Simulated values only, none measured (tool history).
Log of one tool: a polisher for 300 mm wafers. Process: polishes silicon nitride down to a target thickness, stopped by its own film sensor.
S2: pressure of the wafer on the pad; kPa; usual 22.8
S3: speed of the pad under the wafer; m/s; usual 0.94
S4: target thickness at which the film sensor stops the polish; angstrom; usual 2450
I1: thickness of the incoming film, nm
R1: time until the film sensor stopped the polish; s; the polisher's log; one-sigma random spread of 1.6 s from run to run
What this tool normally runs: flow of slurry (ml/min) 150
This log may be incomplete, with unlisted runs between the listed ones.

{"run": 1, "day": 0.0, "flow of slurry (ml/min)": 150, "S2": 22.8, "S3": 0.94, "S4": 2450, "I1": 464.5, "R1": 164.7}
{"run": 2, "day": 1.554, "flow of slurry (ml/min)": 150, "S2": 22.8, "S3": 0.94, "S4": 2450, "I1": 465.9, "R1": 168.5}
{"run": 3, "day": 3.2, "flow of slurry (ml/min)": 150, "S2": 22.8, "S3": 0.94, "S4": 2450, "I1": 455.5, "R1": 161.6}
{"day": 5.308, "done": "worn pad replaced by a new one"}
{"run": 4, "day": 5.821, "flow of slurry (ml/min)": 150, "S2": 22.8, "S3": 0.94, "S4": 2450, "I1": 468.5, "R1": 170.6}
{"run": 5, "day": 7.542, "flow of slurry (ml/min)": 150, "S2": 22.8, "S3": 0.94, "S4": 2450, "I1": 450.2, "R1": 157.8}
{"run": 6, "day": 8.967, "flow of slurry (ml/min)": 150, "S2": 22.8, "S3": 0.94, "S4": 2450, "I1": 469.4, "R1": 170.9}
{"run": 7, "day": 9.992, "flow of slurry (ml/min)": 150, "S2": 22.8, "S3": 0.94, "S4": 2450, "I1": 467.7, "R1": 169.4}
{"day": 11.367, "done": "worn pad replaced by a new one"}
{"run": 8, "day": 11.388, "flow of slurry (ml/min)": 150, "S2": 22.8, "S3": 0.94, "S4": 2450, "I1": 458.2, "R1": 162.6}
{"run": 9, "day": 14.021, "flow of slurry (ml/min)": 150, "S2": 22.8, "S3": 0.94, "S4": 2450, "I1": 465.9, "R1": 168.7}
{"run": 10, "day": 16.708, "flow of slurry (ml/min)": 150, "S2": 26.9, "S3": 1.06, "S4": 2450, "I1": 465.1, "R1": 130.2}
{"day": 16.762, "done": "slurry nozzle cleaned"}
{"day": 17.267, "done": "worn pad replaced by a new one"}
{"run": 11, "day": 19.017, "flow of slurry (ml/min)": 150, "S2": 22.8, "S3": 0.94, "S4": 2450, "I1": 463.1, "R1": 168.2}

The next listed run, before its measurement:
{"day": 19.7, "done": "head pressure recalibrated"}
{"run": 12, "day": 21.117, "flow of slurry (ml/min)": 150, "S2": 22.8, "S3": 0.94, "S4": 2450, "I1": 458.5, "R1": "?"}

Run 12 produced R1 163.3 s.
Take away the tool's hidden state, keep the run-to-run variation as it was, and the same run would have given R1 163.3 s.
